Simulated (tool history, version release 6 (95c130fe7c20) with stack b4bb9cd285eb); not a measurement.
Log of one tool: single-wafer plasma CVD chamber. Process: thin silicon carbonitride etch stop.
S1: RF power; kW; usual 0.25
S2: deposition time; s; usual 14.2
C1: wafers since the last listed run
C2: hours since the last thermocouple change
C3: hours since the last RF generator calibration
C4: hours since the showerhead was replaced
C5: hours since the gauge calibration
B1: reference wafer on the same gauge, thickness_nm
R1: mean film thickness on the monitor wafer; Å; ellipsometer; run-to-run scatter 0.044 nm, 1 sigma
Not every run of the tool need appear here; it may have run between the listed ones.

{"run": 1, "hour": 0.0, "S1": 0.22, "S2": 14.2, "C1": 0, "C2": 2233.9, "C3": 416.2, "C4": 2289, "C5": 239.5, "B1": 8.865, "R1": 83.99}
{"run": 2, "hour": 31.8, "S1": 0.22, "S2": 14.2, "C1": 838, "C2": 2265.7, "C3": 448, "C4": 2320.8, "C5": 271.3, "B1": 8.872, "R1": 84.92}
{"run": 3, "hour": 88.5, "S1": 0.26, "S2": 14.2, "C1": 1495, "C2": 2322.4, "C3": 504.7, "C4": 2377.5, "C5": 328, "B1": 8.866, "R1": 89.37}
{"run": 4, "hour": 133.0, "S1": 0.26, "S2": 14.2, "C1": 1173, "C2": 2366.9, "C3": 549.2, "C4": 2422, "C5": 372.5, "B1": 8.876, "R1": 89.98}
{"run": 5, "hour": 158.4, "S1": 0.27, "S2": 14.2, "C1": 669, "C2": 2392.3, "C3": 574.6, "C4": 2447.4, "C5": 397.9, "B1": 8.875, "R1": 90.49}
{"run": 6, "hour": 191.0, "S1": 0.27, "S2": 14.2, "C1": 859, "C2": 2424.9, "C3": 607.2, "C4": 2480, "C5": 430.5, "B1": 8.871, "R1": 90.44}
{"run": 7, "hour": 218.6, "S1": 0.21, "S2": 14.2, "C1": 727, "C2": 2452.5, "C3": 634.8, "C4": 2507.6, "C5": 458.1, "B1": 8.87, "R1": 83.59}
{"run": 8, "hour": 271.7, "S1": 0.21, "S2": 14.2, "C1": 1400, "C2": 2505.6, "C3": 687.9, "C4": 2560.7, "C5": 511.2, "B1": 8.871, "R1": 83.17}
{"run": 9, "hour": 298.9, "S1": 0.25, "S2": 15.9, "C1": 717, "C2": 2532.8, "C3": 715.1, "C4": 2587.9, "C5": 538.4, "B1": 8.876, "R1": 99.17}
{"run": 10, "hour": 365.0, "S1": 0.25, "S2": 15.9, "C1": 1743, "C2": 2598.9, "C3": 781.2, "C4": 2654, "C5": 604.5, "B1": 8.87, "R1": 99.39}
{"run": 11, "hour": 397.0, "S1": 0.235, "S2": 14.2, "C1": 843, "C2": 2630.9, "C3": 813.2, "C4": 2686, "C5": 636.5, "B1": 8.871, "R1": 86.43}
{"run": 12, "hour": 422.4, "S1": 0.25, "S2": 14.2, "C1": 669, "C2": 2656.3, "C3": 838.6, "C4": 2711.4, "C5": 661.9, "B1": 8.871, "R1": 88.03}
{"run": 13, "hour": 482.5, "S1": 0.25, "S2": 14.2, "C1": 1585, "C2": 2716.4, "C3": 898.7, "C4": 2771.5, "C5": 722, "B1": 8.864, "R1": 87.06}
{"run": 14, "hour": 516.4, "S1": 0.25, "S2": 14.2, "C1": 894, "C2": 2750.3, "C3": 932.6, "C4": 2805.4, "C5": 755.9, "B1": 8.857, "R1": 86.79}
{"hour": 556.6, "done": "RF generator calibrated"}
{"run": 15, "hour": 571.7, "S1": 0.25, "S2": 14.2, "C1": 1247, "C2": 2805.6, "C3": 15.1, "C4": 2860.7, "C5": 811.2, "B1": 8.866, "R1": 86.19}
{"run": 16, "hour": 631.7, "S1": 0.225, "S2": 15, "C1": 1582, "C2": 2865.6, "C3": 75.1, "C4": 2920.7, "C5": 871.2, "B1": 8.872, "R1": 87.93}
{"run": 17, "hour": 700.9, "S1": 0.295, "S2": 15.8, "C1": 1825, "C2": 2934.8, "C3": 144.3, "C4": 2989.9, "C5": 940.4, "B1": 8.867, "R1": 101.15}
{"hour": 743.6, "done": "showerhead replaced"}
{"run": 18, "hour": 756.0, "S1": 0.25, "S2": 14.2, "C1": 1242, "C2": 2989.9, "C3": 199.4, "C4": 12.4, "C5": 995.5, "B1": 8.866, "R1": 85.32}
{"run": 19, "hour": 797.4, "S1": 0.275, "S2": 12.9, "C1": 1091, "C2": 3031.3, "C3": 240.8, "C4": 53.8, "C5": 1036.9, "B1": 8.866, "R1": 81.22}
{"hour": 837.4, "done": "RF generator calibrated, repeated, since the last time left the tool worse"}
{"run": 20, "hour": 837.9, "S1": 0.25, "S2": 14.9, "C1": 857, "C2": 3071.8, "C3": 0.5, "C4": 94.3, "C5": 1077.4, "B1": 8.861, "R1": 92.95}
{"hour": 846.5, "done": "thermocouple changed; heater temperature recalibrated"}
{"hour": 860.2, "done": "gauge calibrated"}
{"run": 21, "hour": 903.3, "S1": 0.285, "S2": 15.6, "C1": 1513, "C2": 56.8, "C3": 65.9, "C4": 159.7, "C5": 43.1, "B1": 8.86, "R1": 102.52}
{"run": 22, "hour": 975.2, "S1": 0.25, "S2": 14.2, "C1": 1896, "C2": 128.7, "C3": 137.8, "C4": 231.6, "C5": 115, "B1": 8.866, "R1": 88.28}
{"run": 23, "hour": 1033.9, "S1": 0.265, "S2": 16.7, "C1": 1548, "C2": 187.4, "C3": 196.5, "C4": 290.3, "C5": 173.7, "B1": 8.873, "R1": 106.67}
{"run": 24, "hour": 1097.3, "S1": 0.205, "S2": 15.7, "C1": 1672, "C2": 250.8, "C3": 259.9, "C4": 353.7, "C5": 237.1, "B1": 8.875, "R1": 91.62}
{"run": 25, "hour": 1168.5, "S1": 0.285, "S2": 15.6, "C1": 1877, "C2": 322, "C3": 331.1, "C4": 424.9, "C5": 308.3, "B1": 8.878, "R1": 101.59}
{"run": 26, "hour": 1198.5, "S1": 0.205, "S2": 14.2, "C1": 791, "C2": 352, "C3": 361.1, "C4": 454.9, "C5": 338.3, "B1": 8.879, "R1": 82.77}
{"run": 27, "hour": 1222.9, "S1": 0.23, "S2": 17, "C1": 643, "C2": 376.4, "C3": 385.5, "C4": 479.3, "C5": 362.7, "B1": 8.866, "R1": 103.69}
{"run": 28, "hour": 1249.5, "S1": 0.3, "S2": 13.5, "C1": 701, "C2": 403, "C3": 412.1, "C4": 505.9, "C5": 389.3, "B1": 8.86, "R1": 88.9}

What if the next run were any one of these 5? Each begins from the tool's condition after run 28:
{"run": "A", "hour": 1249.9, "S1": 0.25, "S2": 14.2, "C1": 10, "C2": 403.4, "C3": 412.5, "C4": 506.3, "C5": 389.7, "B1": "?", "R1": "?"}
{"run": "B", "hour": 1249.9, "S1": 0.215, "S2": 11.4, "C1": 10, "C2": 403.4, "C3": 412.5, "C4": 506.3, "C5": 389.7, "B1": "?", "R1": "?"}
{"run": "C", "hour": 1249.9, "S1": 0.285, "S2": 15.4, "C1": 10, "C2": 403.4, "C3": 412.5, "C4": 506.3, "C5": 389.7, "B1": "?", "R1": "?"}
{"run": "D", "hour": 1249.9, "S1": 0.265, "S2": 12.2, "C1": 10, "C2": 403.4, "C3": 412.5, "C4": 506.3, "C5": 389.7, "B1": "?", "R1": "?"}
{"run": "E", "hour": 1249.9, "S1": 0.25, "S2": 15.2, "C1": 10, "C2": 403.4, "C3": 412.5, "C4": 506.3, "C5": 389.7, "B1": "?", "R1": "?"}

run=A B1=8.875 R1=87.94
run=B B1=8.875 R1=67.11
run=C B1=8.875 R1=99.59
run=D B1=8.875 R1=77.03
run=E B1=8.875 R1=94.13
Take away the tool's hidden state, keep each run's random variation, and the runs would have read:
run=A R1=88.39
run=B R1=67.45
run=C R1=100.11
run=D R1=77.42
run=E R1=94.61
